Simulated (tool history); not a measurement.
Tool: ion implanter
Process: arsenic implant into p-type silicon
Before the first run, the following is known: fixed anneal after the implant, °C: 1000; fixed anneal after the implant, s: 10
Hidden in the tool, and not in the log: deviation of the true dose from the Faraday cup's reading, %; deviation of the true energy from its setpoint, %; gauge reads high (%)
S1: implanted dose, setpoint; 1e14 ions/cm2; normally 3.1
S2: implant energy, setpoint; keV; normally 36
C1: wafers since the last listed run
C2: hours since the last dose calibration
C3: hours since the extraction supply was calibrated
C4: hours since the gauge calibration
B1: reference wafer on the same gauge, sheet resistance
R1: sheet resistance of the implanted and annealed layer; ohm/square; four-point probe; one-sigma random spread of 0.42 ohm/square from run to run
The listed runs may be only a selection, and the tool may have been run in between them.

run    hour    S1    S2    C1      C2      C3      C4      B1      R1
  1       0   3.1    36     0   905.8  5766.6   505.8  240.97  276.49
  2    31.7   3.1    36   364   937.5  5798.3   537.5  240.98  275.62
  3    87.5   3.1    36   640   993.3  5854.1   593.3  240.99   275.7
  4   113.3  2.44  29.5   296  1019.1  5879.9   619.1  240.99  338.68
  5   169.1   3.1    36   640  1074.9  5935.7   674.9  241.05  275.75
  6   226.1   3.1    36   654  1131.9  5992.7   731.9  241.05   275.9
  7   296.1   3.1    33   803  1201.9  6062.7   801.9  240.95  279.72
  8     390   3.1    33  1078  1295.8  6156.6   895.8  240.89  279.02
  9   424.1   3.1  29.5   391  1329.9  6190.7   929.9  241.12   284.3
 10   490.5   3.1    36   762  1396.3  6257.1   996.3  241.07  275.82
 11   542.9   3.1    36   601  1448.7  6309.5  1048.7  241.03  275.74
 12   593.9   3.1    36   585  1499.7  6360.5  1099.7  240.86  275.43
 13   631.4  3.59  45.5   430  1537.2    6398  1137.2  240.91  238.59
 14   659.2  3.59  45.5   319    1565  6425.8    1165   240.9  239.54
 15   713.6  3.59  45.5   624  1619.4  6480.2  1219.4  241.06  238.36
 16   758.1   3.1    36   510  1663.9  6524.7  1263.9  240.93  275.27
 17   812.4   3.1    36   623  1718.2    6579  1318.2  240.96  275.82
 18   875.8  2.74    45   728  1781.6  6642.4  1381.6  241.07   291.4
      895.7  -- gauge calibrated
 19   906.2   3.1    36   349    1812  6672.8    10.5  241.01  275.85
 20   946.9  2.25  32.5   467  1852.7  6713.5    51.2  241.07   353.8
 21   985.7   3.1    36   445  1891.5  6752.3      90  240.99   276.6
     1063.8  -- extraction supply calibrated
 22  1126.2  2.28  24.5  1521    2032    62.4   230.5  240.79  365.53
 23  1186.3   3.1    36   690  2092.1   122.5   290.6  240.94  275.34
 24  1218.7  3.66    36   372  2124.5   154.9     323  240.93  243.84
     1261.3  -- Faraday cup replaced and dose calibrated
 25  1261.8  2.31  31.5   403     0.5     198   366.1  240.92   350.6
 26  1311.4  3.59  46.5   569    50.1   247.6   415.7  240.74  239.69
 27  1347.7   2.3    36   416    86.4   283.9     452  240.83  344.46
 28  1374.8   3.1    36   311   113.5     311   479.1  240.86  277.32
 29  1432.3  3.86  42.5   660     171   368.5   536.6  240.89  229.93
 30  1464.3   3.1    36   367     203   400.5   568.6  241.01  277.18
 31  1643.3  3.59  45.5  2055     382   579.5   747.6  240.85  238.66
 32    1715  2.69  27.5   823   453.7   651.2   819.3  241.16  318.16
 33  1764.7   3.1    36   570   503.4   700.9     869  240.86  275.72
 34  1816.5  2.52  27.5   594   555.2   752.7   920.8  240.99  334.73
 35    1852  2.59    33   407   590.7   788.2   956.3   240.9  319.11

For each run, what was the tool's unlogged condition?
deviation of the true energy from its setpoint, %: 0, the same for each run
gauge reads high (%): 0, the same for each run
H1: deviation of the true dose from the Faraday cup's reading, %
run     H1
  1  0.838
  2  0.853
  3  0.877
  4  0.887
  5  0.909
  6  0.929
  7  0.952
  8  0.979
  9  0.988
 10      1
 11   1.02
 12   1.03
 13   1.03
 14   1.04
 15   1.05
 16   1.06
 17   1.06
 18   1.07
 19   1.08
 20   1.08
 21   1.09
 22    1.1
 23   1.11
 24   1.11
 25  0.236
 26  0.317
 27  0.372
 28  0.412
 29  0.491
 30  0.533
 31  0.733
 32    0.8
 33  0.843
 34  0.884
 35  0.911
